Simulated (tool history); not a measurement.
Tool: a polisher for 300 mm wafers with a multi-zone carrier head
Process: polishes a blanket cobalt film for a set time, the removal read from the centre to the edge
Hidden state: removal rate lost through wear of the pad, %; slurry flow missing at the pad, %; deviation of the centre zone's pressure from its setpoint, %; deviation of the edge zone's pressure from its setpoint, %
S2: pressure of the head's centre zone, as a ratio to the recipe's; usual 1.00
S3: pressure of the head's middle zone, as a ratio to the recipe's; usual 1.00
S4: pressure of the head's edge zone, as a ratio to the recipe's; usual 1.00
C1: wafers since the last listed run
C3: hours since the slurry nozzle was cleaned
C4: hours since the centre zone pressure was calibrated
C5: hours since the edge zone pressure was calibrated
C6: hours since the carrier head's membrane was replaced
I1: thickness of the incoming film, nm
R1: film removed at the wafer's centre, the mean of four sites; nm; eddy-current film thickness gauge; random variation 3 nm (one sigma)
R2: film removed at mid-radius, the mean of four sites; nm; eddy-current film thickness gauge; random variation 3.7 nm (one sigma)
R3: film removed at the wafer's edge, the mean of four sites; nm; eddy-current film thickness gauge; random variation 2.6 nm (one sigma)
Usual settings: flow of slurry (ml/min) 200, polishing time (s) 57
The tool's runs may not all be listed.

Run 1, hour 0.0: usual settings but flow of slurry (ml/min) 140, S3 1.07, S4 1.06, polishing time (s) 47; C1 0; wafers polished on this pad 3571; C3 443.3; C4 484.9; C5 32.0; C6 14.6; I1 682.1. Result: R1 207.9 nm, R2 214.3 nm, R3 211.4 nm.
Run 2, hour 46.4: usual settings; C1 419; wafers polished on this pad 3991; C3 489.7; C4 531.3; C5 78.4; C6 61.0; I1 671.5. Result: R1 261.6 nm, R2 254.6 nm, R3 264.1 nm.
At hour 62.4: worn pad replaced by a new one.
At hour 94.1: slurry nozzle cleaned.
Run 3, hour 111.6: usual settings but flow of slurry (ml/min) 255, S2 0.89, S4 0.96, polishing time (s) 76; C1 544; wafers polished on this pad 436; C3 17.5; C4 596.5; C5 143.6; C6 126.2; I1 683.8. Result: R1 330.7 nm, R2 369.6 nm, R3 359.7 nm.
At hour 114.8: centre zone pressure recalibrated.
Run 4, hour 139.3: usual settings but polishing time (s) 63; C1 232; wafers polished on this pad 669; C3 45.2; C4 24.5; C5 171.3; C6 153.9; I1 688.2. Result: R1 303.5 nm, R2 295.2 nm, R3 300.2 nm.
Run 5, hour 200.0: usual settings but S2 1.04; C1 549; wafers polished on this pad 1218; C3 105.9; C4 85.2; C5 232.0; C6 214.6; I1 680.3. Result: R1 283.3 nm, R2 272.0 nm, R3 270.1 nm.
Run 6, hour 248.2: usual settings but S4 0.93, polishing time (s) 39; C1 436; wafers polished on this pad 1654; C3 154.1; C4 133.4; C5 280.2; C6 262.8; I1 676.3. Result: R1 185.7 nm, R2 182.5 nm, R3 175.9 nm.
Run 7, hour 300.2: usual settings but S2 0.93, S3 0.95, S4 1.07; C1 470; wafers polished on this pad 2125; C3 206.1; C4 185.4; C5 332.2; C6 314.8; I1 674.9. Result: R1 245.4 nm, R2 253.3 nm, R3 275.7 nm.
Run 8, hour 365.6: usual settings but flow of slurry (ml/min) 230, S3 1.09, S4 1.11, polishing time (s) 71; C1 591; wafers polished on this pad 2717; C3 271.5; C4 250.8; C5 397.6; C6 380.2; I1 675.9. Result: R1 334.2 nm, R2 357.2 nm, R3 346.7 nm.
At hour 432.5: edge zone pressure recalibrated.
Run 9, hour 432.9: usual settings; C1 591; wafers polished on this pad 3308; C3 338.8; C4 318.1; C5 0.4; C6 447.5; I1 690.0. Result: R1 261.7 nm, R2 259.8 nm, R3 262.8 nm.
Run 10, hour 498.1: usual settings but S4 1.10, polishing time (s) 74; C1 590; wafers polished on this pad 3898; C3 404.0; C4 383.3; C5 65.6; C6 512.7; I1 681.8. Result: R1 344.5 nm, R2 343.0 nm, R3 357.6 nm.
Run 11, hour 539.1: usual settings but polishing time (s) 49; C1 371; wafers polished on this pad 4269; C3 445.0; C4 424.3; C5 106.6; C6 553.7; I1 682.0. Result: R1 226.1 nm, R2 221.9 nm, R3 221.9 nm.
At hour 571.6: slurry nozzle cleaned.
Run 12, hour 598.3: usual settings; C1 526; wafers polished on this pad 4796; C3 26.7; C4 483.5; C5 165.8; C6 612.9; I1 674.9. Result: R1 277.2 nm, R2 275.3 nm, R3 268.5 nm.
At hour 620.6: worn pad replaced by a new one.
At hour 640.6: centre zone pressure recalibrated.
Run 13, hour 656.9: usual settings but S2 0.89, S3 0.90, S4 0.96, polishing time (s) 40; C1 476; wafers polished on this pad 310; C3 85.3; C4 16.3; C5 224.4; C6 671.5; I1 688.3. Result: R1 172.1 nm, R2 173.1 nm, R3 183.7 nm.
Run 14, hour 686.5: usual settings; C1 267; wafers polished on this pad 578; C3 114.9; C4 45.9; C5 254.0; C6 701.1; I1 684.9. Result: R1 268.0 nm, R2 265.0 nm, R3 271.4 nm.
Run 15, hour 754.9: usual settings but flow of slurry (ml/min) 265, S2 0.96, S3 1.07, S4 0.92; C1 619; wafers polished on this pad 1197; C3 183.3; C4 114.3; C5 322.4; C6 769.5; I1 682.2. Result: R1 270.8 nm, R2 288.9 nm, R3 262.5 nm.
Run 16, hour 817.3: usual settings but flow of slurry (ml/min) 170, S4 0.90; C1 564; wafers polished on this pad 1762; C3 245.7; C4 176.7; C5 384.8; C6 831.9; I1 676.1. Result: R1 260.2 nm, R2 264.8 nm, R3 248.7 nm.
Run 17, hour 841.6: usual settings but S2 1.10, S3 1.08, S4 1.09, polishing time (s) 38; C1 219; wafers polished on this pad 1982; C3 270.0; C4 201.0; C5 409.1; C6 856.2; I1 665.0. Result: R1 200.8 nm, R2 186.4 nm, R3 181.2 nm.
At hour 894.7: edge zone pressure recalibrated.
Run 18, hour 903.2: usual settings but S2 1.08, S3 0.96, S4 1.05, polishing time (s) 51; C1 539; wafers polished on this pad 2521; C3 331.6; C4 262.6; C5 8.5; C6 917.8; I1 678.9. Result: R1 258.1 nm, R2 223.3 nm, R3 240.4 nm.
At hour 1052.1: slurry nozzle cleaned.
Run 19, hour 1092.2: usual settings; C1 1701; wafers polished on this pad 4223; C3 40.1; C4 451.6; C5 197.5; C6 1106.8; I1 681.5. Result: R1 267.8 nm, R2 270.6 nm, R3 265.3 nm.
At hour 1118.9: centre zone pressure recalibrated.
At hour 1152.9: worn pad replaced by a new one.
Run 20, hour 1163.9: usual settings but flow of slurry (ml/min) 230, S2 1.11; C1 594; wafers polished on this pad 99; C3 111.8; C4 45.0; C5 269.2; C6 1178.5; I1 668.9. Result: R1 308.9 nm, R2 271.2 nm, R3 269.0 nm.
At hour 1169.3: carrier head's membrane replaced by a new one.
Run 21, hour 1188.8: usual settings but flow of slurry (ml/min) 170, S3 0.95; C1 180; wafers polished on this pad 280; C3 136.7; C4 69.9; C5 294.1; C6 19.5; I1 682.5. Result: R1 263.5 nm, R2 246.8 nm, R3 260.2 nm.

5 ways to go on from here, each from the tool as it stands after run 21. What would each give?
Run A, hour 1189.2: usual settings; C1 3; wafers polished on this pad 283; C3 137.1; C4 70.3; C5 294.5; C6 19.9; I1 672.8. Result: R1 ?, R2 ?, R3 ?.
Run B, hour 1189.2: usual settings but flow of slurry (ml/min) 170, S4 0.93; C1 3; wafers polished on this pad 283; C3 137.1; C4 70.3; C5 294.5; C6 19.9; I1 672.8. Result: R1 ?, R2 ?, R3 ?.
Run C, hour 1189.2: usual settings but S2 1.09, S3 1.05; C1 3; wafers polished on this pad 283; C3 137.1; C4 70.3; C5 294.5; C6 19.9; I1 672.8. Result: R1 ?, R2 ?, R3 ?.
Run D, hour 1189.2: usual settings but S2 1.06; C1 3; wafers polished on this pad 283; C3 137.1; C4 70.3; C5 294.5; C6 19.9; I1 672.8. Result: R1 ?, R2 ?, R3 ?.
Run E, hour 1189.2: usual settings but flow of slurry (ml/min) 230, S2 1.07, S3 1.09; C1 3; wafers polished on this pad 283; C3 137.1; C4 70.3; C5 294.5; C6 19.9; I1 672.8. Result: R1 ?, R2 ?, R3 ?.

run     R1     R2     R3
  A  272.0  259.6  265.3
  B  266.6  255.1  254.0
  C  296.7  269.5  265.1
  D  288.4  259.5  265.3
  E  296.1  281.6  267.8
Without the tool's hidden state the same runs would have given:
run     R1     R2     R3
  A  278.4  265.0  269.3
  B  273.6  261.0  258.3
  C  303.7  275.1  269.2
  D  295.2  264.9  269.3
  E  302.5  287.0  271.6

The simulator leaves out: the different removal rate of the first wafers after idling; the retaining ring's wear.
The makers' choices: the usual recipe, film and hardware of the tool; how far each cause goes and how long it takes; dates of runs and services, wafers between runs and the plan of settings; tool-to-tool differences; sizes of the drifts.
